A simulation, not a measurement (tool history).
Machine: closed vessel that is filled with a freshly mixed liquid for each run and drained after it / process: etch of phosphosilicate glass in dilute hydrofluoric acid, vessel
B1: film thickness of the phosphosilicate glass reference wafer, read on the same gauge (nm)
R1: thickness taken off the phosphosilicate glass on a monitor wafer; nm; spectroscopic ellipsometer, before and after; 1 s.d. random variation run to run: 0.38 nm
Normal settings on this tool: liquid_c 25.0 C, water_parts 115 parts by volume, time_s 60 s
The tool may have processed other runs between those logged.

run 1 hour=0.0 | liquid_c=25.0 water_parts=115 time_s=60 | B1=39.98 | R1=74.45
run 2 hour=46.2 | liquid_c=25.0 water_parts=115 time_s=60 | B1=40.01 | R1=73.32
run 3 hour=77.8 | liquid_c=25.0 water_parts=115 time_s=60 | B1=39.97 | R1=72.71
run 4 hour=141.2 | liquid_c=25.0 water_parts=115 time_s=60 | B1=40.00 | R1=72.63
-- hour=189.0 thermometer replaced
run 5 hour=197.2 | liquid_c=25.0 water_parts=115 time_s=60 | B1=40.03 | R1=77.62
run 6 hour=227.9 | liquid_c=25.0 water_parts=115 time_s=60 | B1=39.99 | R1=78.04
run 7 hour=285.1 | liquid_c=25.0 water_parts=115 time_s=60 | B1=39.98 | R1=77.17
-- hour=306.7 hydrofluoric acid flow meter replaced
run 8 hour=351.0 | liquid_c=23.0 water_parts=160 time_s=40 | B1=40.00 | R1=31.81
run 9 hour=420.1 | liquid_c=25.0 water_parts=85 time_s=30 | B1=39.98 | R1=52.86
run 10 hour=461.6 | liquid_c=28.5 water_parts=160 time_s=85 | B1=40.01 | R1=82.66
run 11 hour=497.1 | liquid_c=25.0 water_parts=115 time_s=60 | B1=40.00 | R1=74.96
run 12 hour=555.0 | liquid_c=25.0 water_parts=115 time_s=45 | B1=39.99 | R1=56.25
run 13 hour=623.4 | liquid_c=25.0 water_parts=165 time_s=60 | B1=39.99 | R1=49.14
run 14 hour=686.8 | liquid_c=22.5 water_parts=140 time_s=60 | B1=40.01 | R1=53.98
run 15 hour=736.3 | liquid_c=25.0 water_parts=115 time_s=60 | B1=40.00 | R1=74.66
run 16 hour=799.5 | liquid_c=25.0 water_parts=115 time_s=60 | B1=40.02 | R1=73.12
-- hour=838.8 gauge calibrated
run 17 hour=860.5 | liquid_c=25.0 water_parts=170 time_s=85 | B1=40.02 | R1=66.49
run 18 hour=913.9 | liquid_c=25.0 water_parts=115 time_s=60 | B1=40.00 | R1=73.54
run 19 hour=953.4 | liquid_c=25.0 water_parts=115 time_s=60 | B1=39.99 | R1=73.68
run 20 hour=1011.9 | liquid_c=25.0 water_parts=115 time_s=60 | B1=40.02 | R1=73.75
run 21 hour=1053.2 | liquid_c=25.0 water_parts=115 time_s=60 | B1=39.98 | R1=73.03

Predict the results of run 22:
run 22 hour=1105.7 | liquid_c=29.0 water_parts=70 time_s=35 | B1=? | R1=?

{"run 22": {"B1": 39.99, "R1": 85.68}}
On a tool with no hidden condition, and with the same random variation, this run would have come out at R1 89.75 nm.
